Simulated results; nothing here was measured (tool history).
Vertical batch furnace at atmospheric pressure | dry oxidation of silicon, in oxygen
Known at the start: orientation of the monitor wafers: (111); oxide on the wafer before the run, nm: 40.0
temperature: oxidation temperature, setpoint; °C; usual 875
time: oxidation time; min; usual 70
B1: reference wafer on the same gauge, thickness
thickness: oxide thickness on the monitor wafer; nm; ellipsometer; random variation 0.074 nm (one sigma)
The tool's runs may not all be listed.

{"run": 1, "hour": 0.0, "temperature": 881, "time": 70, "B1": 54.4, "thickness": 50.37}
{"run": 2, "hour": 45.9, "temperature": 881, "time": 70, "B1": 54.38, "thickness": 50.29}
{"run": 3, "hour": 59.6, "temperature": 875, "time": 70, "B1": 54.37, "thickness": 49.5}
{"run": 4, "hour": 76.9, "temperature": 875, "time": 70, "B1": 54.36, "thickness": 49.31}
{"run": 5, "hour": 94.7, "temperature": 875, "time": 70, "B1": 54.34, "thickness": 49.26}
{"run": 6, "hour": 103.0, "temperature": 875, "time": 70, "B1": 54.34, "thickness": 49.27}
{"run": 7, "hour": 113.8, "temperature": 875, "time": 70, "B1": 54.35, "thickness": 49.31}
{"run": 8, "hour": 129.6, "temperature": 875, "time": 70, "B1": 54.37, "thickness": 49.34}
{"run": 9, "hour": 140.6, "temperature": 875, "time": 70, "B1": 54.33, "thickness": 49.12}
{"hour": 186.5, "done": "boat lift adjusted"}
{"run": 10, "hour": 192.5, "temperature": 875, "time": 70, "B1": 54.27, "thickness": 49.15}
{"run": 11, "hour": 201.6, "temperature": 875, "time": 70, "B1": 54.27, "thickness": 49.22}
{"run": 12, "hour": 212.7, "temperature": 875, "time": 70, "B1": 54.26, "thickness": 49.22}
{"run": 13, "hour": 227.6, "temperature": 869, "time": 85.5, "B1": 54.23, "thickness": 50.4}
{"run": 14, "hour": 245.3, "temperature": 869, "time": 85.5, "B1": 54.21, "thickness": 50.45}
{"run": 15, "hour": 252.3, "temperature": 875, "time": 97, "B1": 54.2, "thickness": 53.37}
{"run": 16, "hour": 268.4, "temperature": 875, "time": 87, "B1": 54.22, "thickness": 51.97}
{"run": 17, "hour": 278.7, "temperature": 875, "time": 38, "B1": 54.17, "thickness": 43.99}
{"run": 18, "hour": 292.0, "temperature": 885, "time": 70, "B1": 54.15, "thickness": 50.86}
{"run": 19, "hour": 302.9, "temperature": 894, "time": 39.5, "B1": 54.18, "thickness": 46.32}
{"run": 20, "hour": 310.5, "temperature": 888, "time": 103, "B1": 54.15, "thickness": 57.55}
{"run": 21, "hour": 321.1, "temperature": 898, "time": 70, "B1": 54.12, "thickness": 53.75}
{"run": 22, "hour": 330.8, "temperature": 875, "time": 38, "B1": 54.11, "thickness": 43.91}
{"run": 23, "hour": 347.7, "temperature": 875, "time": 70, "B1": 54.14, "thickness": 48.97}
{"run": 24, "hour": 353.8, "temperature": 875, "time": 70, "B1": 54.12, "thickness": 49.08}
{"hour": 380.7, "done": "thermocouples replaced and temperature profile calibrated"}
{"run": 25, "hour": 381.2, "temperature": 875, "time": 70, "B1": 54.06, "thickness": 49.17}
{"run": 26, "hour": 385.3, "temperature": 868, "time": 70, "B1": 54.04, "thickness": 47.89}
{"run": 27, "hour": 389.5, "temperature": 875, "time": 70, "B1": 54.02, "thickness": 49.05}
{"run": 28, "hour": 406.0, "temperature": 885, "time": 35.5, "B1": 54.02, "thickness": 44.29}
{"hour": 408.4, "done": "gauge calibrated"}
{"run": 29, "hour": 420.2, "temperature": 875, "time": 70, "B1": 54.26, "thickness": 49.28}
{"run": 30, "hour": 428.1, "temperature": 875, "time": 70, "B1": 54.26, "thickness": 49.24}
{"run": 31, "hour": 443.9, "temperature": 866, "time": 56, "B1": 54.27, "thickness": 45.73}
{"run": 32, "hour": 451.3, "temperature": 875, "time": 70, "B1": 54.29, "thickness": 49.27}
{"run": 33, "hour": 468.5, "temperature": 875, "time": 70, "B1": 54.26, "thickness": 49.04}
{"run": 34, "hour": 478.8, "temperature": 852, "time": 56.5, "B1": 54.26, "thickness": 44.31}
{"run": 35, "hour": 496.1, "temperature": 860, "time": 95, "B1": 54.22, "thickness": 49.93}
{"run": 36, "hour": 510.6, "temperature": 891, "time": 59.5, "B1": 54.24, "thickness": 50.11}
{"run": 37, "hour": 528.6, "temperature": 898, "time": 79.5, "B1": 54.2, "thickness": 55.88}
{"run": 38, "hour": 536.4, "temperature": 889, "time": 52, "B1": 54.26, "thickness": 48.25}

Forecast each of these 5 alternatives for the next run:
{"run": "A", "hour": 540.6, "temperature": 875, "time": 70, "B1": "?", "thickness": "?"}
{"run": "B", "hour": 540.6, "temperature": 867, "time": 103.5, "B1": "?", "thickness": "?"}
{"run": "C", "hour": 540.6, "temperature": 875, "time": 101.5, "B1": "?", "thickness": "?"}
{"run": "D", "hour": 540.6, "temperature": 898, "time": 41.5, "B1": "?", "thickness": "?"}
{"run": "E", "hour": 540.6, "temperature": 895, "time": 96.5, "B1": "?", "thickness": "?"}

run=A B1=54.25 thickness=49.33
run=B B1=54.25 thickness=52.75
run=C B1=54.25 thickness=54.29
run=D B1=54.25 thickness=47.45
run=E B1=54.25 thickness=58.61
Without the tool's hidden state the same runs would have given:
run=A thickness=49.38
run=B thickness=52.8
run=C thickness=54.34
run=D thickness=47.5
run=E thickness=58.67

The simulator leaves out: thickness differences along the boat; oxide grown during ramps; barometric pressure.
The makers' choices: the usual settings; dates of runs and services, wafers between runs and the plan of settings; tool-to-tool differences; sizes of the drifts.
